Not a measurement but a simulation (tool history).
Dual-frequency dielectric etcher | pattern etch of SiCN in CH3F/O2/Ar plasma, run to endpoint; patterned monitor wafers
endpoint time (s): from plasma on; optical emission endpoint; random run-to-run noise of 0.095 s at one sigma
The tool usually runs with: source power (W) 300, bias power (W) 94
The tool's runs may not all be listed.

run,hour,source power (W),bias power (W),"incoming incoming film thickness, nm",endpoint time (s)
1,0,280,94,11.03,32.7
2,11.9,350,94,11.09,30.1
3,22.3,350,94,11.08,30.1
4,33.5,300,94,11.11,32
5,74.3,300,94,11.04,31.8
# hour 103.5: wet clean of the chamber
6,104,300,94,11.12,31.8
7,104.3,300,94,11.11,31.8
8,117.9,300,77,11.15,34.4
9,127.4,300,77,11.11,34.1
10,138,300,94,11.09,31.6
11,158.5,300,94,11.14,31.9
# hour 174.8: bias power generator calibrated
12,175.3,300,94,10.99,31.4
13,178.1,300,94,11.06,31.5
14,185.9,250,72,11.08,37.6
15,195.4,300,94,11.1,31.6
16,209.2,300,84,11.14,33.3
# hour 241: upper electrode replaced
17,241.5,350,94,11.09,30
18,241.9,220,115,11.04,32.7
19,243.1,260,72,11.1,37.4
20,256,240,117,11.12,31.5
# hour 261.3: source power generator calibrated
21,267.3,370,115,11.1,27
22,280.5,260,94,11.06,33.6
23,295.7,380,116,11.08,26.7
24,312.3,300,94,11.2,32.3
25,323.6,300,87,11.12,32.9
26,333.2,260,114,11.19,31.5

Predict each of these 5 candidate next runs independently; none follows another, all start after run 26:
A,333.6,300,94,11.19,?
B,333.6,360,94,11.19,?
C,333.6,280,100,11.19,?
D,333.6,300,116,11.19,?
E,333.6,330,94,11.19,?

run,endpoint time (s)
A,32
B,29.8
C,32
D,29.3
E,30.8
Without the tool's unlogged condition, the same runs would have read:
run,endpoint time (s)
A,31.6
B,29.5
C,31.6
D,29
E,30.5

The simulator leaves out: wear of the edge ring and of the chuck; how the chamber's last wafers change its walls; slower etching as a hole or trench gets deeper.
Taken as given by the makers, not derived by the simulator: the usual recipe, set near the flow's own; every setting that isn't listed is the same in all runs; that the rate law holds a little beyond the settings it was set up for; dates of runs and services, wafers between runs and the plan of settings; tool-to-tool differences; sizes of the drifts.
